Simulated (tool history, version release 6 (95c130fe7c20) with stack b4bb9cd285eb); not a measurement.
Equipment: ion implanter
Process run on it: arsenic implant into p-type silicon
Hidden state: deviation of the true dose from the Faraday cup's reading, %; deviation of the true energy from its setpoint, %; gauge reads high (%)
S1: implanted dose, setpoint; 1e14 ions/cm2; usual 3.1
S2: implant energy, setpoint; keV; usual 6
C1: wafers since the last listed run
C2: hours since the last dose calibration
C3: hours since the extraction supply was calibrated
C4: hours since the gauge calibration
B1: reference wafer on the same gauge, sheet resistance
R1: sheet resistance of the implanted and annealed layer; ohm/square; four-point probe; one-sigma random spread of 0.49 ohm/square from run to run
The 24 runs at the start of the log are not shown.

run,hour,S1,S2,C1,C2,C3,C4,B1,R1
25,334.4,3.71,8,387,1583,155,162.4,340.89,268.52
26,344.4,2.2,7.5,253,1593,165,172.4,341.06,406.08
# hour 355.7: Faraday cup replaced and dose calibrated
27,356.2,2.28,7.5,96,0.5,176.8,184.2,340.89,409.84
28,365.2,2.2,6,227,9.5,185.8,193.2,341.03,428.64
29,378.9,3.34,6,346,23.2,199.5,206.9,340.93,307.63
30,389.9,2.6,4,278,34.2,210.5,217.9,340.99,386.31
31,397.4,3.1,6,189,41.7,218,225.4,340.88,326.08
32,413.1,3.52,8,397,57.4,233.7,241.1,341.02,290.58
33,428.3,2.43,6,384,72.6,248.9,256.3,341.08,396.52
34,439,3.1,6,270,83.3,259.6,267,340.98,326.66
35,450.1,3.56,4,280,94.4,270.7,278.1,341.15,300
36,460.3,3.45,6,258,104.6,280.9,288.3,341.03,300
37,476,2.86,7.5,397,120.3,296.6,304,340.9,342

Alternative continuations, all from the tool just after run 37; predict every row:
A,476.4,3.1,6,10,120.7,297,304.4,?,?
B,476.4,2.7,5,10,120.7,297,304.4,?,?
C,476.4,2.45,5,10,120.7,297,304.4,?,?
D,476.4,2.3,6,10,120.7,297,304.4,?,?

run,B1,R1
A,341,326.63
B,341,368.97
C,341,398.85
D,341,414.04
Take away the tool's hidden state, keep each run's random variation, and the runs would have read:
run,R1
A,325.76
B,367.97
C,397.77
D,412.93
